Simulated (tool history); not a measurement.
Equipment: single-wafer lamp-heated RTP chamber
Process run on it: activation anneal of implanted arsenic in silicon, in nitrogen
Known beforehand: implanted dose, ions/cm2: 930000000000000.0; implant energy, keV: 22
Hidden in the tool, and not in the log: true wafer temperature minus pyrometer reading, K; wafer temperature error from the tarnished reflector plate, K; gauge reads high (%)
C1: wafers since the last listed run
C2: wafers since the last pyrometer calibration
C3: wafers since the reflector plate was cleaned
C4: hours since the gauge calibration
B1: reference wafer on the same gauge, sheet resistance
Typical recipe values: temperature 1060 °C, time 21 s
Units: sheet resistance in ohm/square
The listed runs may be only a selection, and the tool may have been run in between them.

{"run": 1, "hour": 0.0, "temperature": 1060, "time": 21, "C1": 0, "C2": 133, "C3": 11534, "C4": 60.8, "B1": 141.04, "sheet resistance": 121.11}
{"run": 2, "hour": 13.6, "temperature": 1060, "time": 21, "C1": 132, "C2": 266, "C3": 11667, "C4": 74.4, "B1": 140.87, "sheet resistance": 120.78}
{"run": 3, "hour": 21.8, "temperature": 1060, "time": 21, "C1": 79, "C2": 345, "C3": 11746, "C4": 82.6, "B1": 140.99, "sheet resistance": 120.35}
{"run": 4, "hour": 38.1, "temperature": 1060, "time": 21, "C1": 158, "C2": 504, "C3": 11905, "C4": 98.9, "B1": 140.93, "sheet resistance": 119.76}
{"run": 5, "hour": 46.6, "temperature": 1060, "time": 14, "C1": 82, "C2": 586, "C3": 11987, "C4": 107.4, "B1": 140.93, "sheet resistance": 124.07}
{"run": 6, "hour": 63.9, "temperature": 1060, "time": 14, "C1": 168, "C2": 755, "C3": 12156, "C4": 124.7, "B1": 141.24, "sheet resistance": 124.01}
{"run": 7, "hour": 79.6, "temperature": 1060, "time": 21, "C1": 152, "C2": 907, "C3": 12308, "C4": 140.4, "B1": 141.08, "sheet resistance": 120}
{"run": 8, "hour": 91.9, "temperature": 1060, "time": 21, "C1": 119, "C2": 1027, "C3": 12428, "C4": 152.7, "B1": 141.04, "sheet resistance": 120.24}
{"run": 9, "hour": 109.5, "temperature": 1060, "time": 21, "C1": 171, "C2": 1198, "C3": 12599, "C4": 170.3, "B1": 140.81, "sheet resistance": 119.43}
{"run": 10, "hour": 124.1, "temperature": 1060, "time": 21, "C1": 141, "C2": 1340, "C3": 12741, "C4": 184.9, "B1": 140.92, "sheet resistance": 119.87}
{"hour": 130.9, "done": "gauge calibrated"}
{"hour": 137.7, "done": "reflector plate cleaned"}
{"run": 11, "hour": 140.3, "temperature": 1060, "time": 21, "C1": 79, "C2": 1420, "C3": 25, "C4": 9.4, "B1": 140.63, "sheet resistance": 119.52}
{"hour": 161.8, "done": "pyrometer window cleaned and pyrometer calibrated"}
{"run": 12, "hour": 162.3, "temperature": 1051, "time": 14, "C1": 136, "C2": 4, "C3": 161, "C4": 31.4, "B1": 141.11, "sheet resistance": 123.58}
{"run": 13, "hour": 167.3, "temperature": 1060, "time": 21, "C1": 48, "C2": 52, "C3": 209, "C4": 36.4, "B1": 141.05, "sheet resistance": 118.49}
{"run": 14, "hour": 183.4, "temperature": 1035, "time": 21, "C1": 156, "C2": 209, "C3": 366, "C4": 52.5, "B1": 141.27, "sheet resistance": 123.03}
{"run": 15, "hour": 197.1, "temperature": 1060, "time": 26, "C1": 133, "C2": 342, "C3": 499, "C4": 66.2, "B1": 140.9, "sheet resistance": 116.15}
{"run": 16, "hour": 213.6, "temperature": 1046, "time": 21, "C1": 160, "C2": 503, "C3": 659, "C4": 82.7, "B1": 141.22, "sheet resistance": 120.64}
{"hour": 226.0, "done": "pyrometer window cleaned and pyrometer calibrated, repeated, since the last time left the tool worse"}
{"run": 17, "hour": 226.5, "temperature": 1060, "time": 30, "C1": 47, "C2": 5, "C3": 707, "C4": 95.6, "B1": 140.62, "sheet resistance": 117.97}
{"run": 18, "hour": 229.2, "temperature": 1089, "time": 25, "C1": 26, "C2": 31, "C3": 733, "C4": 98.3, "B1": 141.01, "sheet resistance": 114.17}
{"run": 19, "hour": 238.0, "temperature": 1060, "time": 21, "C1": 85, "C2": 117, "C3": 819, "C4": 107.1, "B1": 140.73, "sheet resistance": 121.07}
{"run": 20, "hour": 245.7, "temperature": 1060, "time": 32, "C1": 74, "C2": 191, "C3": 894, "C4": 114.8, "B1": 141.02, "sheet resistance": 117.01}
{"run": 21, "hour": 262.2, "temperature": 1084, "time": 14, "C1": 160, "C2": 352, "C3": 1054, "C4": 131.3, "B1": 141.2, "sheet resistance": 119.46}
{"run": 22, "hour": 272.2, "temperature": 1036, "time": 33, "C1": 97, "C2": 449, "C3": 1151, "C4": 141.3, "B1": 141.09, "sheet resistance": 121.19}
{"run": 23, "hour": 284.3, "temperature": 1040, "time": 33, "C1": 117, "C2": 567, "C3": 1269, "C4": 153.4, "B1": 140.77, "sheet resistance": 119.98}

Each row is a separate what-if for the run after 23, all from the same tool condition, not one after another. Results?
{"run": "A", "hour": 284.7, "temperature": 1060, "time": 21, "C1": 3, "C2": 571, "C3": 1273, "C4": 153.8, "B1": "?", "sheet resistance": "?"}
{"run": "B", "hour": 284.7, "temperature": 1035, "time": 14, "C1": 3, "C2": 571, "C3": 1273, "C4": 153.8, "B1": "?", "sheet resistance": "?"}
{"run": "C", "hour": 284.7, "temperature": 1051, "time": 12, "C1": 3, "C2": 571, "C3": 1273, "C4": 153.8, "B1": "?", "sheet resistance": "?"}
{"run": "D", "hour": 284.7, "temperature": 1041, "time": 30, "C1": 3, "C2": 571, "C3": 1273, "C4": 153.8, "B1": "?", "sheet resistance": "?"}
{"run": "E", "hour": 284.7, "temperature": 1085, "time": 21, "C1": 3, "C2": 571, "C3": 1273, "C4": 153.8, "B1": "?", "sheet resistance": "?"}

run=A B1=140.94 sheet_resistance=120.49
run=B B1=140.94 sheet_resistance=128.58
run=C B1=140.94 sheet_resistance=126.89
run=D B1=140.94 sheet_resistance=120.91
run=E B1=140.94 sheet_resistance=115.88
Without the tool's unlogged condition, the same runs would have read:
run=A sheet_resistance=121.28
run=B sheet_resistance=129.4
run=C sheet_resistance=127.67
run=D sheet_resistance=121.69
run=E sheet_resistance=116.66
